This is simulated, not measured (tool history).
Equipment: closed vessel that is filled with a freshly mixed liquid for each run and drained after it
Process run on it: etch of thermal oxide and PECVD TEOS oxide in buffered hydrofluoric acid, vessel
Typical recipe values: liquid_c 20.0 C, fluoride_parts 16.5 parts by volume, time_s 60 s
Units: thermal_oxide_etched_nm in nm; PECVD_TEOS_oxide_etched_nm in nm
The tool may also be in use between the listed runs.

run	hour	liquid_c	fluoride_parts	time_s	read-back film thickness of the thermal oxide reference wafer, read on the same gauge (nm)	read-back film thickness of the PECVD TEOS oxide reference wafer, read on the same gauge (nm)	thermal_oxide_etched_nm	PECVD_TEOS_oxide_etched_nm
1	0.0	20.0	16.5	60	78.92	118.37	35.01	108.71
2	52.0	20.0	16.5	60	78.63	117.94	34.87	108.11
3	88.2	20.0	16.5	60	78.49	117.69	34.87	106.84
# hour 114.4: hydrofluoric acid flow meter replaced
4	285.8	20.0	16.5	60	77.81	116.82	34.57	105.86
5	314.0	20.0	16.5	80	77.81	116.72	45.97	141.75
6	364.3	20.0	16.5	80	77.79	116.59	45.98	142.04
7	402.0	20.0	16.5	80	77.69	116.52	46.15	141.14
8	439.4	20.0	16.5	60	77.61	116.46	34.50	106.36
9	486.6	20.0	16.5	60	77.59	116.36	34.46	106.02
10	539.2	20.0	16.5	60	77.58	116.30	34.53	106.24
11	584.0	20.0	16.5	60	77.50	116.26	34.31	105.97
12	634.0	20.0	16.5	60	77.46	116.20	34.44	106.32
# hour 645.2: hydrofluoric acid flow meter replaced
13	691.4	21.5	16.5	60	77.46	116.18	37.56	115.22
# hour 699.2: thermometer replaced
# hour 707.8: gauge calibrated
14	732.9	20.0	10.5	60	80.09	120.07	55.36	170.84
15	795.5	20.0	13.5	45	79.57	119.29	32.11	98.98
16	827.7	17.0	11.0	30	79.34	118.96	22.15	68.49
17	915.4	23.5	14.0	75	78.85	118.26	62.19	192.87
18	980.9	20.0	16.5	60	78.56	117.86	34.95	107.67
19	1025.9	17.0	12.5	35	78.41	117.61	22.42	69.65
20	1051.5	17.5	16.5	85	78.35	117.52	42.91	132.28
21	1112.7	17.0	21.0	70	78.21	117.29	27.43	84.07
# hour 1130.5: hydrofluoric acid flow meter replaced
22	1161.0	20.0	16.5	60	78.07	117.17	34.77	107.06

Subtracting, for every run, the result it would have given without the tool's unlogged condition from the measured result gives the following. The same run-to-run variation enters both numbers; the gauge's scatter may not:
Hidden conditions of the tool in this case: liquid hotter than its thermometer reads (K); hydrofluoric acid flow above the setpoint (%); gauge reads high (%).
run	thermal_oxide_etched_nm	PECVD_TEOS_oxide_etched_nm
1	-0.49	-1.50
2	-0.61	-1.89
3	-0.69	-2.10
4	-0.95	-2.91
5	-1.29	-3.99
6	-1.34	-4.15
7	-1.38	-4.22
8	-1.05	-3.25
9	-1.07	-3.30
10	-1.10	-3.37
11	-1.11	-3.41
12	-1.12	-3.46
13	-1.24	-3.79
14	+0.03	+0.10
15	-0.19	-0.59
16	-0.19	-0.59
17	-0.92	-2.85
18	-0.64	-1.96
19	-0.45	-1.40
20	-0.90	-2.79
21	-0.63	-1.93
22	-0.85	-2.60
